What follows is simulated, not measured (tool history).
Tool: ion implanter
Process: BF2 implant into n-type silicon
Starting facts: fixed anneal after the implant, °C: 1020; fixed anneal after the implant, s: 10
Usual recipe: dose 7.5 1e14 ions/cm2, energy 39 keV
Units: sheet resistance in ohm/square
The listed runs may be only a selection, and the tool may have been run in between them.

| run | hour | dose | energy | read-back reference wafer on the same gauge, sheet resistance | sheet resistance |
|---|---|---|---|---|---|
| 1 | 0 | 7.5 | 39 | 147.91 | 182.93 |
| 2 | 96.6 | 8.39 | 39 | 147.95 | 169.48 |
| 3 | 175 | 8.39 | 39 | 147.83 | 169.24 |
| 4 | 241.9 | 6.61 | 28.5 | 148.23 | 214.82 |
| 5 | 334.9 | 6.61 | 28.5 | 148.17 | 215.6 |
| 6 | 394.3 | 7.5 | 39 | 147.88 | 182.91 |
| 7 | 425.3 | 7.5 | 39 | 147.92 | 182.79 |
| 8 | 502.8 | 6.21 | 39 | 147.97 | 211.67 |
| 9 | 548.7 | 7.5 | 39 | 147.87 | 181.86 |
| 10 | 625.8 | 7.5 | 39 | 147.91 | 182.51 |
| 11 | 713.6 | 7.5 | 39 | 147.91 | 182.69 |
| 12 | 759.3 | 6.45 | 39 | 148.04 | 202.98 |
| 13 | 815.2 | 9.25 | 39 | 147.83 | 158.97 |
| 14 | 919.9 | 9.15 | 26 | 147.9 | 184 |
| 15 | 971.1 | 7.5 | 39 | 147.91 | 181.39 |
| 16 | 1025.5 | 9.69 | 47 | 147.96 | 146.01 |
| 17 | 1080.3 | 8.31 | 27 | 147.95 | 190.01 |
| 18 | 1152.4 | 6.66 | 30.5 | 148.04 | 209.02 |
| 19 | 1201.1 | 7.5 | 39 | 148.09 | 181.39 |
| 20 | 1240.3 | 5.92 | 50 | 147.92 | 213.15 |
| 21 | 1327.3 | 8.7 | 45.5 | 148.02 | 157.81 |
| 22 | 1394.6 | 7.5 | 39 | 148.01 | 183.29 |
| 23 | 1460.5 | 5.48 | 46.5 | 147.91 | 229.04 |
| 24 | 1515.5 | 8.81 | 27 | 147.98 | 187.07 |
| 25 | 1560.4 | 6.35 | 49 | 148.02 | 201.86 |
| 26 | 1626.2 | 9.69 | 47 | 147.98 | 147.67 |
| 27 | 1686.9 | 6.68 | 47.5 | 147.99 | 193.62 |
| 28 | 1763.5 | 9.15 | 26 | 147.92 | 187.74 |
| 29 | 1855 | 8.46 | 43.5 | 148.03 | 164.74 |
| 30 | 1899.6 | 5.94 | 48 | 148.01 | 212.64 |
| 31 | 1981.2 | 7.5 | 39 | 147.84 | 183.21 |
| 32 | 2076.3 | 8.2 | 33 | 147.96 | 181.48 |
| 33 | 2164.7 | 8.52 | 35.5 | 148.03 | 171.99 |
| 34 | 2262.8 | 6.14 | 43 | 148.03 | 211.05 |
| 35 | 2334.6 | 8.84 | 29.5 | 148.13 | 180.35 |
| 36 | 2419.1 | 6.47 | 51.5 | 148.1 | 197.93 |

Between the runs listed above, the log contained 3 entries, not reproduced here. Where in the sequence does each belong, and how does what the log doesn't record of the tool's condition differ from the listed run before to the listed run after?
Run 5 -> run 6: Faraday cup replaced and dose calibrated (hour 393.8)
  deviation of the true energy from its setpoint, %: 2.22 -> 2.33
  measured minus no-state result, sheet resistance: -1.26 -> -0.94 ohm/square
Run 21 -> run 22: extraction supply calibrated (hour 1378.7)
  deviation of the true energy from its setpoint, %: 4.26 -> -0.0928
  measured minus no-state result, sheet resistance: -1.42 -> +0.04 ohm/square
Run 24 -> run 25: gauge calibrated (hour 1546.9)
  deviation of the true energy from its setpoint, %: -0.0865 -> -0.0816
  measured minus no-state result, sheet resistance: +0.06 -> +0.02 ohm/square
